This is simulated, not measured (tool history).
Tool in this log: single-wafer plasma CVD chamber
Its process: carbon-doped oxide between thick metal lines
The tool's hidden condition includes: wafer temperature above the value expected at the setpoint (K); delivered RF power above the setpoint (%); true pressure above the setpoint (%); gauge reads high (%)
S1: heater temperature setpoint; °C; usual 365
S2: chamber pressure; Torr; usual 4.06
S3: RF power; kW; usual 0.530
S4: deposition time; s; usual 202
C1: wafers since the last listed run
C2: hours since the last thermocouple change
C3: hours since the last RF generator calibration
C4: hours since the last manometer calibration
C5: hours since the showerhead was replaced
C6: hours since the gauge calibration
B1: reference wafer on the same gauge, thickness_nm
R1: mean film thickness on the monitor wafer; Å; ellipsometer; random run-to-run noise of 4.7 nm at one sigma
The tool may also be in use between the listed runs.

run	hour	S1	S2	S3	S4	C1	C2	C3	C4	C5	C6	B1	R1
1	0.0	365	4.06	0.485	202	0	2207.3	784.7	1866.5	4279.4	67.8	838.771	8467.59
2	7.9	365	4.06	0.480	202	81	2215.2	792.6	1874.4	4287.3	75.7	839.837	8336.82
3	22.9	356	4.06	0.530	202	154	2230.2	807.6	1889.4	4302.3	90.7	839.926	9543.22
4	32.5	365	4.06	0.530	202	98	2239.8	817.2	1899.0	4311.9	100.3	839.356	9293.89
5	59.0	365	4.06	0.530	202	272	2266.3	843.7	1925.5	4338.4	126.8	840.987	9358.07
6	68.0	365	4.06	0.530	202	92	2275.3	852.7	1934.5	4347.4	135.8	839.466	9362.58
7	75.1	365	4.06	0.530	175	73	2282.4	859.8	1941.6	4354.5	142.9	839.168	8086.19
8	92.0	365	4.06	0.530	175	174	2299.3	876.7	1958.5	4371.4	159.8	840.485	8065.70
# hour 100.4: gauge calibrated
# hour 105.3: showerhead replaced
9	106.8	365	4.06	0.530	175	70	2314.1	891.5	1973.3	1.5	6.4	840.448	8051.17
# hour 120.6: capacitance manometer re-zeroed and calibrated
10	121.1	365	4.06	0.590	202	64	2328.4	905.8	0.5	15.8	20.7	839.929	10327.93
11	135.0	378	4.74	0.615	232	143	2342.3	919.7	14.4	29.7	34.6	840.131	11995.08
12	181.9	356	4.06	0.530	168	482	2389.2	966.6	61.3	76.6	81.5	840.025	7912.47
13	193.1	351	4.06	0.530	202	115	2400.4	977.8	72.5	87.8	92.7	840.978	9707.36
# hour 205.0: RF generator calibrated
14	205.5	370	4.65	0.465	202	45	2412.8	0.5	84.9	100.2	105.1	840.175	8705.17
15	213.6	378	3.59	0.465	183	83	2420.9	8.6	93.0	108.3	113.2	840.089	7557.40
# hour 229.0: thermocouple changed; heater temperature recalibrated
16	229.5	365	4.06	0.530	202	81	0.5	24.5	108.9	124.2	129.1	840.206	9942.74
17	245.1	365	4.06	0.530	202	160	16.1	40.1	124.5	139.8	144.7	840.793	9871.36
18	258.3	365	4.06	0.530	230	135	29.3	53.3	137.7	153.0	157.9	839.844	11307.88
19	267.5	365	4.06	0.530	240	94	38.5	62.5	146.9	162.2	167.1	839.378	11811.61
20	279.8	365	4.06	0.530	202	126	50.8	74.8	159.2	174.5	179.4	840.313	9933.98
21	293.8	353	4.06	0.530	172	144	64.8	88.8	173.2	188.5	193.4	840.689	8630.39

5 ways to go on from here, each from the tool as it stands after run 21. What would each give?
A	294.3	365	4.06	0.530	228	5	65.3	89.3	173.7	189.0	193.9	?	?
B	294.3	357	4.88	0.440	232	5	65.3	89.3	173.7	189.0	193.9	?	?
C	294.3	356	4.06	0.530	235	5	65.3	89.3	173.7	189.0	193.9	?	?
D	294.3	356	4.06	0.480	167	5	65.3	89.3	173.7	189.0	193.9	?	?
E	294.3	356	4.83	0.530	202	5	65.3	89.3	173.7	189.0	193.9	?	?

run	B1	R1
A	839.178	11189.84
B	839.178	9511.33
C	839.178	11810.15
D	839.178	7556.08
E	839.178	10308.76
Without the tool's hidden state the same runs would have given:
run	R1
A	11481.68
B	9816.30
C	12118.16
D	7790.36
E	10577.62
